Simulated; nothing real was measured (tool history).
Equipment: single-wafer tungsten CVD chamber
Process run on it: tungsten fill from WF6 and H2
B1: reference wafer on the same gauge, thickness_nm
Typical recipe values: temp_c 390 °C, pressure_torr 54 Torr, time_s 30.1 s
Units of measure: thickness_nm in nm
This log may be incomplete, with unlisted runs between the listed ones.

{"run": 1, "day": 0.0, "temp_c": 390, "pressure_torr": 48.3, "time_s": 30.1, "B1": 97.951, "thickness_nm": 82.293}
{"run": 2, "day": 2.125, "temp_c": 390, "pressure_torr": 48.3, "time_s": 30.1, "B1": 97.837, "thickness_nm": 82.197}
{"run": 3, "day": 4.6, "temp_c": 390, "pressure_torr": 48.3, "time_s": 30.1, "B1": 97.952, "thickness_nm": 82.178}
{"run": 4, "day": 8.221, "temp_c": 390, "pressure_torr": 54, "time_s": 34.7, "B1": 97.813, "thickness_nm": 102.437}
{"run": 5, "day": 10.675, "temp_c": 390, "pressure_torr": 54, "time_s": 34.7, "B1": 97.847, "thickness_nm": 102.4}
{"run": 6, "day": 12.512, "temp_c": 390, "pressure_torr": 54, "time_s": 30.1, "B1": 97.714, "thickness_nm": 88.884}
{"day": 19.392, "done": "showerhead replaced"}
{"run": 7, "day": 19.412, "temp_c": 390, "pressure_torr": 60.8, "time_s": 30.1, "B1": 97.403, "thickness_nm": 95.692}
{"run": 8, "day": 20.688, "temp_c": 390, "pressure_torr": 60.8, "time_s": 30.1, "B1": 97.401, "thickness_nm": 95.827}
{"run": 9, "day": 22.967, "temp_c": 390, "pressure_torr": 54, "time_s": 30.1, "B1": 97.221, "thickness_nm": 88.672}
{"run": 10, "day": 24.617, "temp_c": 390, "pressure_torr": 54, "time_s": 30.1, "B1": 97.233, "thickness_nm": 88.509}
{"run": 11, "day": 26.792, "temp_c": 376, "pressure_torr": 46, "time_s": 33.4, "B1": 97.013, "thickness_nm": 63.208}
{"run": 12, "day": 29.083, "temp_c": 390, "pressure_torr": 60.6, "time_s": 30.1, "B1": 96.962, "thickness_nm": 95.181}
{"day": 30.475, "done": "gauge calibrated"}
{"day": 31.883, "done": "thermocouple changed; heater temperature recalibrated"}
{"run": 13, "day": 32.204, "temp_c": 390, "pressure_torr": 54, "time_s": 30.1, "B1": 97.766, "thickness_nm": 88.548}
{"day": 33.942, "done": "capacitance manometer re-zeroed and calibrated"}
{"run": 14, "day": 34.508, "temp_c": 397, "pressure_torr": 46, "time_s": 32, "B1": 97.755, "thickness_nm": 97.425}
{"run": 15, "day": 36.292, "temp_c": 390, "pressure_torr": 64.5, "time_s": 35.6, "B1": 97.772, "thickness_nm": 117.825}
{"run": 16, "day": 38.1, "temp_c": 396, "pressure_torr": 59.4, "time_s": 32.6, "B1": 97.73, "thickness_nm": 116.58}
{"run": 17, "day": 41.708, "temp_c": 386, "pressure_torr": 63.3, "time_s": 30.1, "B1": 97.62, "thickness_nm": 90.075}
{"run": 18, "day": 43.812, "temp_c": 390, "pressure_torr": 54, "time_s": 27.8, "B1": 97.514, "thickness_nm": 81.416}
{"run": 19, "day": 46.312, "temp_c": 383, "pressure_torr": 65.9, "time_s": 27.9, "B1": 97.484, "thickness_nm": 79.476}

What if the next run were any one of these 4? Each begins from the tool's condition after run 19:
{"run": "A", "day": 46.329, "temp_c": 390, "pressure_torr": 54, "time_s": 35.4, "B1": "?", "thickness_nm": "?"}
{"run": "B", "day": 46.329, "temp_c": 395, "pressure_torr": 46.6, "time_s": 32.6, "B1": "?", "thickness_nm": "?"}
{"run": "C", "day": 46.329, "temp_c": 381, "pressure_torr": 59.5, "time_s": 31.9, "B1": "?", "thickness_nm": "?"}
{"run": "D", "day": 46.329, "temp_c": 376, "pressure_torr": 54, "time_s": 30.1, "B1": "?", "thickness_nm": "?"}

run=A B1=97.385 thickness_nm=104.408
run=B B1=97.385 thickness_nm=96.206
run=C B1=97.385 thickness_nm=81.821
run=D B1=97.385 thickness_nm=64.352
What these runs would have given with no unlogged condition in the tool:
run=A thickness_nm=104.832
run=B thickness_nm=96.597
run=C thickness_nm=82.154
run=D thickness_nm=64.613
